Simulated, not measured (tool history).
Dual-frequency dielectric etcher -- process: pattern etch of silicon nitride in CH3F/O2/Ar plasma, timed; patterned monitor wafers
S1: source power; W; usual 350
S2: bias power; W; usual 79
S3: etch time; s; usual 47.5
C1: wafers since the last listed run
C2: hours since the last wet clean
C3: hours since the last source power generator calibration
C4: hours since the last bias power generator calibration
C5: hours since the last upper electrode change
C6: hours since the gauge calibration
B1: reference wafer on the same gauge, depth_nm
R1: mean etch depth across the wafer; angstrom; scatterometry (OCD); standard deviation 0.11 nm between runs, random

{"run": 1, "day": 0.0, "S1": 350, "S2": 91, "S3": 47.5, "C1": 0, "C2": 99.8, "C3": 3713.8, "C4": 3121.3, "C5": 2048.5, "C6": 808.4, "B1": 36.28, "R1": 318.3}
{"run": 2, "day": 1.458, "S1": 350, "S2": 91, "S3": 47.5, "C1": 470, "C2": 134.8, "C3": 3748.8, "C4": 3156.3, "C5": 2083.5, "C6": 843.4, "B1": 36.32, "R1": 318.4}
{"run": 3, "day": 2.55, "S1": 350, "S2": 79, "S3": 47.5, "C1": 352, "C2": 161, "C3": 3775, "C4": 3182.5, "C5": 2109.7, "C6": 869.6, "B1": 36.29, "R1": 301.9}
{"run": 4, "day": 3.504, "S1": 350, "S2": 79, "S3": 47.5, "C1": 307, "C2": 183.9, "C3": 3797.9, "C4": 3205.4, "C5": 2132.6, "C6": 892.5, "B1": 36.32, "R1": 303.7}
{"run": 5, "day": 4.458, "S1": 350, "S2": 79, "S3": 47.5, "C1": 307, "C2": 206.8, "C3": 3820.8, "C4": 3228.3, "C5": 2155.5, "C6": 915.4, "B1": 36.3, "R1": 303.3}
{"run": 6, "day": 5.354, "S1": 350, "S2": 79, "S3": 47.5, "C1": 289, "C2": 228.3, "C3": 3842.3, "C4": 3249.8, "C5": 2177, "C6": 936.9, "B1": 36.31, "R1": 303.3}
{"run": 7, "day": 6.488, "S1": 350, "S2": 79, "S3": 47.5, "C1": 365, "C2": 255.5, "C3": 3869.5, "C4": 3277, "C5": 2204.2, "C6": 964.1, "B1": 36.34, "R1": 302.9}
{"run": 8, "day": 7.221, "S1": 350, "S2": 79, "S3": 47.5, "C1": 236, "C2": 273.1, "C3": 3887.1, "C4": 3294.6, "C5": 2221.8, "C6": 981.7, "B1": 36.3, "R1": 301.6}
{"run": 9, "day": 8.288, "S1": 350, "S2": 79, "S3": 47.5, "C1": 344, "C2": 298.7, "C3": 3912.7, "C4": 3320.2, "C5": 2247.4, "C6": 1007.3, "B1": 36.3, "R1": 299.5}
{"run": 10, "day": 9.588, "S1": 350, "S2": 79, "S3": 47.5, "C1": 419, "C2": 329.9, "C3": 3943.9, "C4": 3351.4, "C5": 2278.6, "C6": 1038.5, "B1": 36.28, "R1": 301.5}
{"run": 11, "day": 10.942, "S1": 350, "S2": 79, "S3": 47.5, "C1": 436, "C2": 362.4, "C3": 3976.4, "C4": 3383.9, "C5": 2311.1, "C6": 1071, "B1": 36.29, "R1": 300.8}
{"run": 12, "day": 11.45, "S1": 310, "S2": 99, "S3": 43, "C1": 163, "C2": 374.6, "C3": 3988.6, "C4": 3396.1, "C5": 2323.3, "C6": 1083.2, "B1": 36.32, "R1": 286.2}
{"run": 13, "day": 12.375, "S1": 290, "S2": 74, "S3": 47.5, "C1": 298, "C2": 396.8, "C3": 4010.8, "C4": 3418.3, "C5": 2345.5, "C6": 1105.4, "B1": 36.27, "R1": 278.3}
{"run": 14, "day": 13.858, "S1": 400, "S2": 93, "S3": 58, "C1": 478, "C2": 432.4, "C3": 4046.4, "C4": 3453.9, "C5": 2381.1, "C6": 1141, "B1": 36.29, "R1": 404.2}
{"run": 15, "day": 14.379, "S1": 350, "S2": 61, "S3": 57, "C1": 168, "C2": 444.9, "C3": 4058.9, "C4": 3466.4, "C5": 2393.6, "C6": 1153.5, "B1": 36.28, "R1": 327.9}
{"run": 16, "day": 15.488, "S1": 350, "S2": 64, "S3": 39.5, "C1": 357, "C2": 471.5, "C3": 4085.5, "C4": 3493, "C5": 2420.2, "C6": 1180.1, "B1": 36.32, "R1": 232.1}
{"run": 17, "day": 16.65, "S1": 350, "S2": 79, "S3": 47.5, "C1": 375, "C2": 499.4, "C3": 4113.4, "C4": 3520.9, "C5": 2448.1, "C6": 1208, "B1": 36.34, "R1": 300.1}
{"run": 18, "day": 17.35, "S1": 400, "S2": 96, "S3": 43.5, "C1": 225, "C2": 516.2, "C3": 4130.2, "C4": 3537.7, "C5": 2464.9, "C6": 1224.8, "B1": 36.31, "R1": 306.9}
{"day": 18.258, "done": "bias power generator calibrated"}
{"day": 19.079, "done": "wet clean of the chamber"}
{"run": 19, "day": 19.1, "S1": 350, "S2": 79, "S3": 47.5, "C1": 245, "C2": 0.5, "C3": 4172.2, "C4": 20.2, "C5": 2506.9, "C6": 1266.8, "B1": 36.29, "R1": 305}
{"run": 20, "day": 19.925, "S1": 350, "S2": 94, "S3": 59, "C1": 266, "C2": 20.3, "C3": 4192, "C4": 40, "C5": 2526.7, "C6": 1286.6, "B1": 36.34, "R1": 401.2}
{"run": 21, "day": 21.342, "S1": 350, "S2": 79, "S3": 47.5, "C1": 457, "C2": 54.3, "C3": 4226, "C4": 74, "C5": 2560.7, "C6": 1320.6, "B1": 36.3, "R1": 306.2}
{"day": 21.808, "done": "gauge calibrated"}
{"day": 23.158, "done": "source power generator calibrated"}
{"day": 23.367, "done": "upper electrode replaced"}
{"run": 22, "day": 23.388, "S1": 420, "S2": 87, "S3": 59.5, "C1": 539, "C2": 103.4, "C3": 5.5, "C4": 123.1, "C5": 0.5, "C6": 37.9, "B1": 36.28, "R1": 414.5}
{"run": 23, "day": 24.179, "S1": 350, "S2": 79, "S3": 47.5, "C1": 255, "C2": 122.4, "C3": 24.5, "C4": 142.1, "C5": 19.5, "C6": 56.9, "B1": 36.33, "R1": 304.2}
{"run": 24, "day": 25.217, "S1": 350, "S2": 99, "S3": 47.5, "C1": 334, "C2": 147.3, "C3": 49.4, "C4": 167, "C5": 44.4, "C6": 81.8, "B1": 36.25, "R1": 329.1}
{"run": 25, "day": 26.833, "S1": 350, "S2": 79, "S3": 47.5, "C1": 521, "C2": 186.1, "C3": 88.2, "C4": 205.8, "C5": 83.2, "C6": 120.6, "B1": 36.28, "R1": 302.7}
{"run": 26, "day": 28.038, "S1": 350, "S2": 79, "S3": 55.5, "C1": 388, "C2": 215, "C3": 117.1, "C4": 234.7, "C5": 112.1, "C6": 149.5, "B1": 36.32, "R1": 353.1}
{"run": 27, "day": 28.912, "S1": 380, "S2": 91, "S3": 55, "C1": 282, "C2": 236, "C3": 138.1, "C4": 255.7, "C5": 133.1, "C6": 170.5, "B1": 36.32, "R1": 376.4}
{"run": 28, "day": 30.162, "S1": 410, "S2": 89, "S3": 47.5, "C1": 403, "C2": 266, "C3": 168.1, "C4": 285.7, "C5": 163.1, "C6": 200.5, "B1": 36.3, "R1": 327.8}
{"run": 29, "day": 30.746, "S1": 350, "S2": 79, "S3": 47.5, "C1": 188, "C2": 280, "C3": 182.1, "C4": 299.7, "C5": 177.1, "C6": 214.5, "B1": 36.35, "R1": 302.2}
{"run": 30, "day": 32.958, "S1": 300, "S2": 87, "S3": 47.5, "C1": 713, "C2": 333.1, "C3": 235.2, "C4": 352.8, "C5": 230.2, "C6": 267.6, "B1": 36.28, "R1": 300.3}
{"run": 31, "day": 33.654, "S1": 350, "S2": 79, "S3": 47.5, "C1": 224, "C2": 349.8, "C3": 251.9, "C4": 369.5, "C5": 246.9, "C6": 284.3, "B1": 36.25, "R1": 301.6}

Pick out some run-to-run changes in R1. Of each, how much would a tool without hidden state show as well, from the settings, what came in and chance, and how much is left for the hidden state and any gauge scatter not in both results compared?
Hidden state at play: etch rate over this chamber's usual, %; source power that arrives over what is set, %; bias power that arrives over what is set, %; gauge reads high (%).
Run 13 -> 14: S1 290 -> 400, S2 74 -> 93, S3 47.5 -> 58. R1 +125.9 angstrom: hidden state -2.1, all else +128.
Run 16 -> 17: S2 64 -> 79, S3 39.5 -> 47.5. R1 +68 angstrom: hidden state -1.3, all else +69.3.
Run 18 -> 19: S1 400 -> 350, S2 96 -> 79, S3 43.5 -> 47.5, bias power generator calibrated, wet clean of the chamber. R1 -1.9 angstrom: hidden state +5.2, all else -7.1.
Run 21 -> 22: S1 350 -> 420, S2 79 -> 87, S3 47.5 -> 59.5, gauge calibrated, source power generator calibrated, upper electrode replaced. R1 +108.3 angstrom: hidden state -0.7, all else +109.
Run 22 -> 23: S1 420 -> 350, S2 87 -> 79, S3 59.5 -> 47.5. R1 -110.3 angstrom: hidden state +0.1, all else -110.4.

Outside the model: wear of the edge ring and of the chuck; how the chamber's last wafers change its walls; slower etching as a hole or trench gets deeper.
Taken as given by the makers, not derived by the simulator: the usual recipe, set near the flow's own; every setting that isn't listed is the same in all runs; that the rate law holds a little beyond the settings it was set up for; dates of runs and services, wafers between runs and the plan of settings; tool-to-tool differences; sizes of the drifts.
